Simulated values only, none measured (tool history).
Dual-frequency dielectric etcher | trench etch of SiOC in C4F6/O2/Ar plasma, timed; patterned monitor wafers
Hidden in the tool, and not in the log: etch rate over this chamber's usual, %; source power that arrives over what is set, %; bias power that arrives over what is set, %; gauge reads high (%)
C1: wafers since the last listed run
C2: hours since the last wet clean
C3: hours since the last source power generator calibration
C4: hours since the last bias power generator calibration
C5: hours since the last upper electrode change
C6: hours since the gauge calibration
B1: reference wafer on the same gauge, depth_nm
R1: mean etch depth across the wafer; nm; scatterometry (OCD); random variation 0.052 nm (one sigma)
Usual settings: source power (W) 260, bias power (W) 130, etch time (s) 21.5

Run 1, hour 0.0: usual settings; C1 0; C2 118.2; C3 3034.3; C4 2047.2; C5 3520.5; C6 347.2; B1 41.10. Result: R1 34.37 nm.
Run 2, hour 35.2: usual settings; C1 654; C2 153.4; C3 3069.5; C4 2082.4; C5 3555.7; C6 382.4; B1 41.10. Result: R1 34.22 nm.
Run 3, hour 49.8: usual settings; C1 271; C2 168.0; C3 3084.1; C4 2097.0; C5 3570.3; C6 397.0; B1 41.09. Result: R1 34.24 nm.
Run 4, hour 72.6: usual settings; C1 424; C2 190.8; C3 3106.9; C4 2119.8; C5 3593.1; C6 419.8; B1 41.12. Result: R1 34.16 nm.
Run 5, hour 90.1: usual settings; C1 325; C2 208.3; C3 3124.4; C4 2137.3; C5 3610.6; C6 437.3; B1 41.09. Result: R1 34.23 nm.
Run 6, hour 112.0: usual settings; C1 407; C2 230.2; C3 3146.3; C4 2159.2; C5 3632.5; C6 459.2; B1 41.10. Result: R1 34.15 nm.
Run 7, hour 131.1: usual settings but etch time (s) 26.0; C1 355; C2 249.3; C3 3165.4; C4 2178.3; C5 3651.6; C6 478.3; B1 41.11. Result: R1 41.35 nm.
Run 8, hour 146.7: usual settings but etch time (s) 26.0; C1 290; C2 264.9; C3 3181.0; C4 2193.9; C5 3667.2; C6 493.9; B1 41.11. Result: R1 41.24 nm.
Run 9, hour 180.0: usual settings but etch time (s) 26.0; C1 619; C2 298.2; C3 3214.3; C4 2227.2; C5 3700.5; C6 527.2; B1 41.13. Result: R1 41.21 nm.
Run 10, hour 209.2: usual settings; C1 543; C2 327.4; C3 3243.5; C4 2256.4; C5 3729.7; C6 556.4; B1 41.10. Result: R1 34.09 nm.
At hour 301.5: gauge calibrated.
Run 11, hour 311.0: usual settings; C1 1893; C2 429.2; C3 3345.3; C4 2358.2; C5 3831.5; C6 9.5; B1 41.08. Result: R1 34.02 nm.
At hour 358.5: wet clean of the chamber.
Run 12, hour 359.0: usual settings but source power (W) 310, bias power (W) 117; C1 446; C2 0.5; C3 3393.3; C4 2406.2; C5 3879.5; C6 57.5; B1 41.10. Result: R1 35.02 nm.
Run 13, hour 359.3: usual settings but source power (W) 280, bias power (W) 114, etch time (s) 25.5; C1 5; C2 0.8; C3 3393.6; C4 2406.5; C5 3879.8; C6 57.8; B1 41.09. Result: R1 39.91 nm.
Run 14, hour 371.1: usual settings; C1 219; C2 12.6; C3 3405.4; C4 2418.3; C5 3891.6; C6 69.6; B1 41.09. Result: R1 34.30 nm.
Run 15, hour 392.5: usual settings but source power (W) 310, bias power (W) 120; C1 397; C2 34.0; C3 3426.8; C4 2439.7; C5 3913.0; C6 91.0; B1 41.10. Result: R1 35.26 nm.
Run 16, hour 407.2: usual settings but source power (W) 210, bias power (W) 114, etch time (s) 15.5; C1 273; C2 48.7; C3 3441.5; C4 2454.4; C5 3927.7; C6 105.7; B1 41.08. Result: R1 22.00 nm.
At hour 426.1: source power generator calibrated.
Run 17, hour 438.1: usual settings but source power (W) 310, etch time (s) 19.5; C1 500; C2 79.6; C3 12.0; C4 2485.3; C5 3958.6; C6 136.6; B1 41.11. Result: R1 32.92 nm.
At hour 443.1: bias power generator calibrated.
At hour 462.3: upper electrode replaced.
Run 18, hour 473.2: usual settings; C1 221; C2 114.7; C3 47.1; C4 30.1; C5 10.9; C6 171.7; B1 41.11. Result: R1 34.16 nm.
Run 19, hour 502.4: usual settings but source power (W) 240, bias power (W) 116, etch time (s) 28.0; C1 543; C2 143.9; C3 76.3; C4 59.3; C5 40.1; C6 200.9; B1 41.11. Result: R1 41.54 nm.
Run 20, hour 533.6: usual settings but source power (W) 210; C1 580; C2 175.1; C3 107.5; C4 90.5; C5 71.3; C6 232.1; B1 41.10. Result: R1 31.76 nm.
Run 21, hour 569.2: usual settings but bias power (W) 98; C1 662; C2 210.7; C3 143.1; C4 126.1; C5 106.9; C6 267.7; B1 41.10. Result: R1 30.84 nm.
Run 22, hour 588.9: usual settings but source power (W) 310, bias power (W) 119, etch time (s) 26.5; C1 366; C2 230.4; C3 162.8; C4 145.8; C5 126.6; C6 287.4; B1 41.10. Result: R1 43.17 nm.
Run 23, hour 607.6: usual settings but source power (W) 220, etch time (s) 18.0; C1 347; C2 249.1; C3 181.5; C4 164.5; C5 145.3; C6 306.1; B1 41.08. Result: R1 27.02 nm.
Run 24, hour 627.2: usual settings but source power (W) 200, bias power (W) 161, etch time (s) 15.0; C1 364; C2 268.7; C3 201.1; C4 184.1; C5 164.9; C6 325.7; B1 41.10. Result: R1 23.57 nm.
Run 25, hour 676.9: usual settings but bias power (W) 116, etch time (s) 23.5; C1 924; C2 318.4; C3 250.8; C4 233.8; C5 214.6; C6 375.4; B1 41.09. Result: R1 35.58 nm.

Forecast each of these 3 alternatives for the next run:
Run A, hour 677.3: usual settings but source power (W) 300; C1 7; C2 318.8; C3 251.2; C4 234.2; C5 215.0; C6 375.8; B1 ?. Result: R1 ?.
Run B, hour 677.3: usual settings but source power (W) 230, bias power (W) 156, etch time (s) 27.0; C1 7; C2 318.8; C3 251.2; C4 234.2; C5 215.0; C6 375.8; B1 ?. Result: R1 ?.
Run C, hour 677.3: usual settings but source power (W) 240, bias power (W) 152, etch time (s) 17.5; C1 7; C2 318.8; C3 251.2; C4 234.2; C5 215.0; C6 375.8; B1 ?. Result: R1 ?.

run     B1     R1
  A  41.09  35.61
  B  41.09  43.80
  C  41.09  28.50
Without the tool's hidden state the same runs would have given:
run     R1
  A  36.00
  B  44.28
  C  28.82
